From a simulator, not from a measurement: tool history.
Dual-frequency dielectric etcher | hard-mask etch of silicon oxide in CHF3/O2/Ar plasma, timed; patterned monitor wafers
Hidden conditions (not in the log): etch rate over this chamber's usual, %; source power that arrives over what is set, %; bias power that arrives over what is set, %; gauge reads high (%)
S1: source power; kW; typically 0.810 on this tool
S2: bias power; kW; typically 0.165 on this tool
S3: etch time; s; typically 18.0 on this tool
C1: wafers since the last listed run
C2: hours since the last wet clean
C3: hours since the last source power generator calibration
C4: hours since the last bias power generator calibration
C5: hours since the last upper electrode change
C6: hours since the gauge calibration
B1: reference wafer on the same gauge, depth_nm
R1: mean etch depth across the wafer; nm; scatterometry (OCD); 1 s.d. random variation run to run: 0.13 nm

run	hour	S1	S2	S3	C1	C2	C3	C4	C5	C6	B1	R1
1	0.0	0.880	0.165	18.0	0	268.6	2054.1	1436.5	5903.8	325.8	37.90	36.83
2	18.0	0.880	0.165	18.0	185	286.6	2072.1	1454.5	5921.8	343.8	37.94	36.60
3	49.9	0.810	0.156	18.0	329	318.5	2104.0	1486.4	5953.7	375.7	37.97	35.47
# hour 93.2: wet clean of the chamber
4	93.7	0.810	0.156	18.0	204	0.5	2147.8	1530.2	5997.5	419.5	38.02	35.24
5	94.8	0.810	0.156	18.0	11	1.6	2148.9	1531.3	5998.6	420.6	38.01	35.28
6	118.8	0.680	0.165	18.0	247	25.6	2172.9	1555.3	6022.6	444.6	38.05	34.76
7	133.2	0.810	0.165	18.0	148	40.0	2187.3	1569.7	6037.0	459.0	38.09	36.25
8	166.7	0.810	0.165	18.0	346	73.5	2220.8	1603.2	6070.5	492.5	38.11	36.02
# hour 216.5: upper electrode replaced
9	217.0	0.810	0.165	18.0	271	123.8	2271.1	1653.5	0.5	542.8	38.20	36.28
10	230.5	0.810	0.179	18.0	139	137.3	2284.6	1667.0	14.0	556.3	38.22	37.26
11	243.9	0.810	0.179	18.0	138	150.7	2298.0	1680.4	27.4	569.7	38.21	37.21
# hour 258.7: bias power generator calibrated
12	262.9	0.810	0.195	18.0	154	169.7	2317.0	4.2	46.4	588.7	38.28	38.20
13	291.7	0.810	0.195	18.0	297	198.5	2345.8	33.0	75.2	617.5	38.30	38.02
# hour 300.2: gauge calibrated
14	317.4	0.810	0.165	18.0	265	224.2	2371.5	58.7	100.9	17.2	37.41	35.59
15	341.4	0.810	0.204	15.5	247	248.2	2395.5	82.7	124.9	41.2	37.44	32.45
16	368.5	0.870	0.152	18.0	279	275.3	2422.6	109.8	152.0	68.3	37.46	35.22
17	403.9	0.810	0.129	16.0	365	310.7	2458.0	145.2	187.4	103.7	37.55	29.52
18	418.2	0.810	0.156	18.0	147	325.0	2472.3	159.5	201.7	118.0	37.54	35.16
19	430.4	0.730	0.131	13.5	126	337.2	2484.5	171.7	213.9	130.2	37.55	24.38
# hour 453.7: source power generator calibrated
# hour 464.6: wet clean of the chamber
20	465.2	0.980	0.182	18.0	205	0.6	11.5	206.5	248.7	165.0	37.60	38.32
21	492.6	0.740	0.165	18.0	283	28.0	38.9	233.9	276.1	192.4	37.64	35.08
22	518.6	0.810	0.205	14.0	268	54.0	64.9	259.9	302.1	218.4	37.68	29.73
23	544.8	0.810	0.165	21.5	270	80.2	91.1	286.1	328.3	244.6	37.73	42.63
24	568.2	0.980	0.165	18.0	241	103.6	114.5	309.5	351.7	268.0	37.75	37.65
25	601.3	0.810	0.156	18.0	341	136.7	147.6	342.6	384.8	301.1	37.78	35.23
26	623.0	0.810	0.165	18.0	224	158.4	169.3	364.3	406.5	322.8	37.83	35.86
27	656.0	0.860	0.165	14.5	340	191.4	202.3	397.3	439.5	355.8	37.87	29.32
28	672.1	0.990	0.139	20.5	166	207.5	218.4	413.4	455.6	371.9	37.87	40.93

Alternative continuations, all from the tool just after run 28; predict every row:
A	672.5	0.810	0.165	18.0	4	207.9	218.8	413.8	456.0	372.3	?	?
B	672.5	0.880	0.194	23.0	4	207.9	218.8	413.8	456.0	372.3	?	?
C	672.5	0.720	0.148	15.5	4	207.9	218.8	413.8	456.0	372.3	?	?
D	672.5	0.910	0.165	18.0	4	207.9	218.8	413.8	456.0	372.3	?	?
E	672.5	0.640	0.203	21.5	4	207.9	218.8	413.8	456.0	372.3	?	?

run	B1	R1
A	37.91	36.16
B	37.91	49.51
C	37.91	29.35
D	37.91	37.21
E	37.91	43.64
Take away the tool's hidden state, keep each run's random variation, and the runs would have read:
run	R1
A	35.69
B	48.86
C	28.96
D	36.72
E	43.07

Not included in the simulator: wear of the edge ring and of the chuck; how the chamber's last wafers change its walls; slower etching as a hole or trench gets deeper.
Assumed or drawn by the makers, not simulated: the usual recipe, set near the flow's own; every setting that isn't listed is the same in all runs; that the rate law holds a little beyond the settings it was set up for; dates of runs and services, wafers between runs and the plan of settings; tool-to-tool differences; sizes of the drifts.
